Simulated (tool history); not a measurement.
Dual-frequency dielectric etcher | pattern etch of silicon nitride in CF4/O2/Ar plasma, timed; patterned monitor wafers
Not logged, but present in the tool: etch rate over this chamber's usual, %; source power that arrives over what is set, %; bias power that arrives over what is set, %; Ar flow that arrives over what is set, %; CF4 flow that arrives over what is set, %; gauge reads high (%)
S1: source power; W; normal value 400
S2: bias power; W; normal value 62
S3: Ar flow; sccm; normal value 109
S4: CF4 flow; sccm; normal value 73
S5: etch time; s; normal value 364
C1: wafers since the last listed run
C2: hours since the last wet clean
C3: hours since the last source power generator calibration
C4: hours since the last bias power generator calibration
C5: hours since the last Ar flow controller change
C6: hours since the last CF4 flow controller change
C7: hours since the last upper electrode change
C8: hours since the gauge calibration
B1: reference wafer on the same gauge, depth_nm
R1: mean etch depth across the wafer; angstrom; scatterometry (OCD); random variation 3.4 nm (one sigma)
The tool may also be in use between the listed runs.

run	hour	S1	S2	S3	S4	S5	C1	C2	C3	C4	C5	C6	C7	C8	B1	R1
1	0	400	62	109	57	364	0	454.3	501.7	358.3	216.6	683.5	3927	436	645.1	5450
# hour 58: wet clean of the chamber
2	61.3	430	62	109	83	364	113	3.3	563	419.6	277.9	744.8	3988.3	497.3	644.3	6179
3	85.7	360	46	109	60	364	74	27.7	587.4	444	302.3	769.2	4012.7	521.7	646.9	4459
4	126.7	330	48	109	73	364	124	68.7	628.4	485	343.3	810.2	4053.7	562.7	646.4	4221
5	162.1	400	62	109	73	364	107	104.1	663.8	520.4	378.7	845.6	4089.1	598.1	647.2	5659
6	228	400	62	109	73	300	200	170	729.7	586.3	444.6	911.5	4155	664	646.7	4658
7	270	400	62	127	73	364	127	212	771.7	628.3	486.6	953.5	4197	706	649.2	5538
8	316.5	400	62	109	73	364	141	258.5	818.2	674.8	533.1	1000	4243.5	752.5	650.8	5636
# hour 360.7: upper electrode replaced
9	372.1	400	62	109	62	364	96	314.1	873.8	730.4	588.7	1055.6	11.4	808.1	650.4	5614
10	402.7	400	62	109	73	441	93	344.7	904.4	761	619.3	1086.2	42	838.7	651.7	6910
11	456.5	400	55	94	73	411	163	398.5	958.2	814.8	673.1	1140	95.8	892.5	655.1	6309
12	502.2	400	62	109	73	364	139	444.2	1003.9	860.5	718.8	1185.7	141.5	938.2	652.5	5712
13	550.1	400	62	109	73	364	145	492.1	1051.8	908.4	766.7	1233.6	189.4	986.1	656	5743
# hour 584.6: wet clean of the chamber
14	585.1	400	62	109	73	264	33	0.5	1086.8	943.4	801.7	1268.6	224.4	1021.1	655.3	4104
15	628.7	400	69	128	80	441	132	44.1	1130.4	987	845.3	1312.2	268	1064.7	658.2	7215
16	687.3	400	62	109	73	312.5	178	102.7	1189	1045.6	903.9	1370.8	326.6	1123.3	659.3	4945
17	749.5	400	62	109	73	364	189	164.9	1251.2	1107.8	966.1	1433	388.8	1185.5	662.1	5707
18	779.5	400	62	109	73	364	91	194.9	1281.2	1137.8	996.1	1463	418.8	1215.5	661.7	5797
19	830.2	430	46	130	73	274.5	154	245.6	1331.9	1188.5	1046.8	1513.7	469.5	1266.2	663.3	4166

Predict the results of run 20:
20	877	400	62	135	73	364	142	292.4	1378.7	1235.3	1093.6	1560.5	516.3	1313	?	?

For run 20 the tool returned B1 665.6, R1 5647 angstrom.
Without the tool's hidden state the same run would have given R1 5462 angstrom.

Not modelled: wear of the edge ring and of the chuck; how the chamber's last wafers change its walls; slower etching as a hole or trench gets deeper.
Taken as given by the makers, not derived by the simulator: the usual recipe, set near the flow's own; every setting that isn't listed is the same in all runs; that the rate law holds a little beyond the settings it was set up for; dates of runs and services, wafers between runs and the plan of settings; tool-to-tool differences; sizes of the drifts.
